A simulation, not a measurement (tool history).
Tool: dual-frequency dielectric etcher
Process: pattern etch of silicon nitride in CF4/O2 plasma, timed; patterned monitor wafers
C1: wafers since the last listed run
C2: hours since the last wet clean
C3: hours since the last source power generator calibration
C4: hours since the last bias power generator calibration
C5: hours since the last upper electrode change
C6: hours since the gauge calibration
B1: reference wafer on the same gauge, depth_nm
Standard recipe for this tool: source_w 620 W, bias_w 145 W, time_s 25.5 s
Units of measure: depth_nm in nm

{"run": 1, "day": 0.0, "source_w": 620, "bias_w": 145, "time_s": 30.5, "C1": 0, "C2": 345.3, "C3": 1895.7, "C4": 1940.4, "C5": 2207.4, "C6": 957.9, "B1": 56.8, "depth_nm": 64.2}
{"run": 2, "day": 2.888, "source_w": 620, "bias_w": 145, "time_s": 25.5, "C1": 859, "C2": 414.6, "C3": 1965.0, "C4": 2009.7, "C5": 2276.7, "C6": 1027.2, "B1": 56.9, "depth_nm": 53.4}
{"day": 5.212, "done": "wet clean of the chamber"}
{"run": 3, "day": 5.317, "source_w": 620, "bias_w": 145, "time_s": 25.5, "C1": 425, "C2": 2.5, "C3": 2023.3, "C4": 2068.0, "C5": 2335.0, "C6": 1085.5, "B1": 56.8, "depth_nm": 53.4}
{"day": 6.367, "done": "gauge calibrated"}
{"run": 4, "day": 8.467, "source_w": 620, "bias_w": 145, "time_s": 25.5, "C1": 937, "C2": 78.1, "C3": 2098.9, "C4": 2143.6, "C5": 2410.6, "C6": 50.4, "B1": 56.8, "depth_nm": 53.4}
{"run": 5, "day": 10.629, "source_w": 620, "bias_w": 145, "time_s": 25.5, "C1": 643, "C2": 130.0, "C3": 2150.8, "C4": 2195.5, "C5": 2462.5, "C6": 102.3, "B1": 56.8, "depth_nm": 53.5}
{"run": 6, "day": 18.058, "source_w": 720, "bias_w": 145, "time_s": 21.5, "C1": 2212, "C2": 308.3, "C3": 2329.1, "C4": 2373.8, "C5": 2640.8, "C6": 280.6, "B1": 56.8, "depth_nm": 51.4}
{"run": 7, "day": 22.417, "source_w": 720, "bias_w": 145, "time_s": 21.5, "C1": 1297, "C2": 412.9, "C3": 2433.7, "C4": 2478.4, "C5": 2745.4, "C6": 385.2, "B1": 56.8, "depth_nm": 51.4}
{"run": 8, "day": 24.875, "source_w": 620, "bias_w": 145, "time_s": 25.5, "C1": 731, "C2": 471.9, "C3": 2492.7, "C4": 2537.4, "C5": 2804.4, "C6": 444.2, "B1": 56.8, "depth_nm": 53.4}
{"day": 27.404, "done": "wet clean of the chamber"}
{"run": 9, "day": 27.425, "source_w": 620, "bias_w": 145, "time_s": 25.5, "C1": 461, "C2": 0.5, "C3": 2553.9, "C4": 2598.6, "C5": 2865.6, "C6": 505.4, "B1": 56.9, "depth_nm": 53.4}
{"run": 10, "day": 30.512, "source_w": 620, "bias_w": 145, "time_s": 25.5, "C1": 919, "C2": 74.6, "C3": 2628.0, "C4": 2672.7, "C5": 2939.7, "C6": 579.5, "B1": 56.8, "depth_nm": 53.3}
{"day": 32.088, "done": "bias power generator calibrated"}
{"run": 11, "day": 33.129, "source_w": 620, "bias_w": 145, "time_s": 25.5, "C1": 729, "C2": 137.4, "C3": 2690.8, "C4": 25.0, "C5": 3002.5, "C6": 642.3, "B1": 56.8, "depth_nm": 54.5}
{"run": 12, "day": 35.454, "source_w": 700, "bias_w": 145, "time_s": 29.5, "C1": 692, "C2": 193.2, "C3": 2746.6, "C4": 80.8, "C5": 3058.3, "C6": 698.1, "B1": 56.8, "depth_nm": 70.3}
{"run": 13, "day": 37.596, "source_w": 620, "bias_w": 168, "time_s": 25.5, "C1": 637, "C2": 244.6, "C3": 2798.0, "C4": 132.2, "C5": 3109.7, "C6": 749.5, "B1": 56.8, "depth_nm": 57.8}
{"day": 38.712, "done": "upper electrode replaced"}
{"run": 14, "day": 39.554, "source_w": 620, "bias_w": 116, "time_s": 25.5, "C1": 285, "C2": 291.6, "C3": 2845.0, "C4": 179.2, "C5": 20.2, "C6": 796.5, "B1": 56.8, "depth_nm": 49.5}
{"day": 41.346, "done": "gauge calibrated"}
{"run": 15, "day": 41.604, "source_w": 700, "bias_w": 145, "time_s": 25.5, "C1": 610, "C2": 340.8, "C3": 2894.2, "C4": 228.4, "C5": 69.4, "C6": 6.2, "B1": 56.8, "depth_nm": 60.4}
{"run": 16, "day": 45.629, "source_w": 700, "bias_w": 145, "time_s": 25.5, "C1": 1198, "C2": 437.4, "C3": 2990.8, "C4": 325.0, "C5": 166.0, "C6": 102.8, "B1": 56.8, "depth_nm": 60.4}
{"day": 46.988, "done": "source power generator calibrated"}
{"day": 50.279, "done": "wet clean of the chamber"}
{"run": 17, "day": 50.808, "source_w": 700, "bias_w": 145, "time_s": 25.5, "C1": 1194, "C2": 12.7, "C3": 91.7, "C4": 449.3, "C5": 290.3, "C6": 227.1, "B1": 56.8, "depth_nm": 60.2}
{"run": 18, "day": 52.608, "source_w": 520, "bias_w": 128, "time_s": 28.0, "C1": 535, "C2": 55.9, "C3": 134.9, "C4": 492.5, "C5": 333.5, "C6": 270.3, "B1": 56.8, "depth_nm": 48.3}
{"run": 19, "day": 56.708, "source_w": 620, "bias_w": 145, "time_s": 25.5, "C1": 1220, "C2": 154.3, "C3": 233.3, "C4": 590.9, "C5": 431.9, "C6": 368.7, "B1": 56.8, "depth_nm": 53.8}
{"run": 20, "day": 59.871, "source_w": 520, "bias_w": 122, "time_s": 23.5, "C1": 941, "C2": 230.2, "C3": 309.2, "C4": 666.8, "C5": 507.8, "C6": 444.6, "B1": 56.8, "depth_nm": 39.7}
{"run": 21, "day": 64.138, "source_w": 510, "bias_w": 168, "time_s": 22.5, "C1": 1270, "C2": 332.6, "C3": 411.6, "C4": 769.2, "C5": 610.2, "C6": 547.0, "B1": 56.8, "depth_nm": 42.5}
{"run": 22, "day": 65.979, "source_w": 750, "bias_w": 145, "time_s": 25.5, "C1": 548, "C2": 376.8, "C3": 455.8, "C4": 813.4, "C5": 654.4, "C6": 591.2, "B1": 56.8, "depth_nm": 63.6}
{"run": 23, "day": 67.546, "source_w": 560, "bias_w": 145, "time_s": 31.0, "C1": 466, "C2": 414.4, "C3": 493.4, "C4": 851.0, "C5": 692.0, "C6": 628.8, "B1": 56.8, "depth_nm": 59.7}

Predict each of these 3 candidate next runs independently; none follows another, all start after run 23:
{"run": "A", "day": 67.562, "source_w": 620, "bias_w": 145, "time_s": 25.5, "C1": 4, "C2": 414.8, "C3": 493.8, "C4": 851.4, "C5": 692.4, "C6": 629.2, "B1": "?", "depth_nm": "?"}
{"run": "B", "day": 67.562, "source_w": 750, "bias_w": 169, "time_s": 29.0, "C1": 4, "C2": 414.8, "C3": 493.8, "C4": 851.4, "C5": 692.4, "C6": 629.2, "B1": "?", "depth_nm": "?"}
{"run": "C", "day": 67.562, "source_w": 710, "bias_w": 145, "time_s": 25.5, "C1": 4, "C2": 414.8, "C3": 493.8, "C4": 851.4, "C5": 692.4, "C6": 629.2, "B1": "?", "depth_nm": "?"}

run=A B1=56.8 depth_nm=53.8
run=B B1=56.8 depth_nm=77.0
run=C B1=56.8 depth_nm=60.6
With no hidden state in the tool, these same runs would have given:
run=A depth_nm=54.6
run=B depth_nm=78.2
run=C depth_nm=61.5
